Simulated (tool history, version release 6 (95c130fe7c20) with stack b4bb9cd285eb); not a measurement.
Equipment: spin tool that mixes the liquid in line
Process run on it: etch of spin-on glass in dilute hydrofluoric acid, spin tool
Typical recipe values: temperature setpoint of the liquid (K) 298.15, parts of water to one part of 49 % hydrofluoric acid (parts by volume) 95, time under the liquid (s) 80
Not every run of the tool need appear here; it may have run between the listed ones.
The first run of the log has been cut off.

run	day	temperature setpoint of the liquid (K)	parts of water to one part of 49 % hydrofluoric acid (parts by volume)	time under the liquid (s)	wafers since the last listed run	hours since the thermometer was replaced	hours since the hydrofluoric acid flow meter was replaced	hours since the gauge calibration	read-back film thickness of the spin-on glass reference wafer, read on the same gauge (nm)	thickness taken off the spin-on glass on a monitor wafer (angstrom)
2	2.275	298.15	130	115	686	1812.3	306.5	2649.6	119.99	517.7
3	4.992	298.15	130	115	819	1877.5	371.7	2714.8	120	518
4	9.275	296.15	95	80	1291	1980.3	474.5	2817.6	120.02	474.5
5	12.854	296.15	95	80	1079	2066.2	560.4	2903.5	120	474.7
6	14.383	298.15	95	80	461	2102.9	597.1	2940.2	120.01	514.1
7	18.808	298.15	95	80	1334	2209.1	703.3	3046.4	120.01	515.3
8	23.158	298.15	95	80	1311	2313.5	807.7	3150.8	120	513.4
9	26.767	294.65	95	80	1088	2400.1	894.3	3237.4	119.99	446.6
10	29.292	294.65	95	80	761	2460.7	954.9	3298	120.03	445.5
11	31.775	294.65	95	80	748	2520.3	1014.5	3357.6	119.99	446
# day 32.612: gauge calibrated
12	34.154	298.15	95	80	717	2577.4	1071.6	37	119.96	513
# day 38.292: hydrofluoric acid flow meter replaced
13	45.308	298.15	95	80	3351	2845.1	168.4	304.7	120.03	509.8
# day 46.038: thermometer replaced
14	47.45	298.15	95	80	633	33.9	219.8	356.1	120.01	503.8
15	51.717	298.15	95	70	1286	136.3	322.2	458.5	119.99	442
16	54.633	301.65	80	40	879	206.3	392.2	528.5	120.03	349.7
17	58.7	302.15	95	80	1226	303.9	489.8	626.1	119.97	586.5
# day 60.225: thermometer replaced, repeated, since the last time left the tool worse
18	62.683	298.15	95	80	1188	59	585.4	721.7	120.02	518.3
19	64.592	298.15	95	80	575	104.8	631.2	767.5	119.99	521.8
20	66.492	298.15	55	50	572	150.4	676.8	813.1	119.99	589.2
21	70.312	300.15	95	35	1152	242.1	768.5	904.8	119.99	244.8
22	73.312	301.65	140	120	904	314.1	840.5	976.8	120.02	572
23	76.179	298.15	55	80	864	382.9	909.3	1045.6	119.99	939.9
24	79.942	298.15	95	80	1134	473.2	999.6	1135.9	119.99	515
25	84.242	298.15	60	60	1296	576.4	1102.8	1239.1	120	646.4
26	86.996	300.15	60	45	830	642.5	1168.9	1305.2	120.01	525.4

What will run 27 give?
# day 88.633: hydrofluoric acid flow meter replaced
27	90.938	293.65	75	50	1176	737.1	55.3	1399.8	?	?

{"run 27": {"read-back film thickness of the spin-on glass reference wafer, read on the same gauge (nm)": 120.02, "thickness taken off the spin-on glass on a monitor wafer (angstrom)": 350.2}}
The same run, on a tool lacking any hidden state, would have yielded thickness taken off the spin-on glass on a monitor wafer (angstrom) 352.5.

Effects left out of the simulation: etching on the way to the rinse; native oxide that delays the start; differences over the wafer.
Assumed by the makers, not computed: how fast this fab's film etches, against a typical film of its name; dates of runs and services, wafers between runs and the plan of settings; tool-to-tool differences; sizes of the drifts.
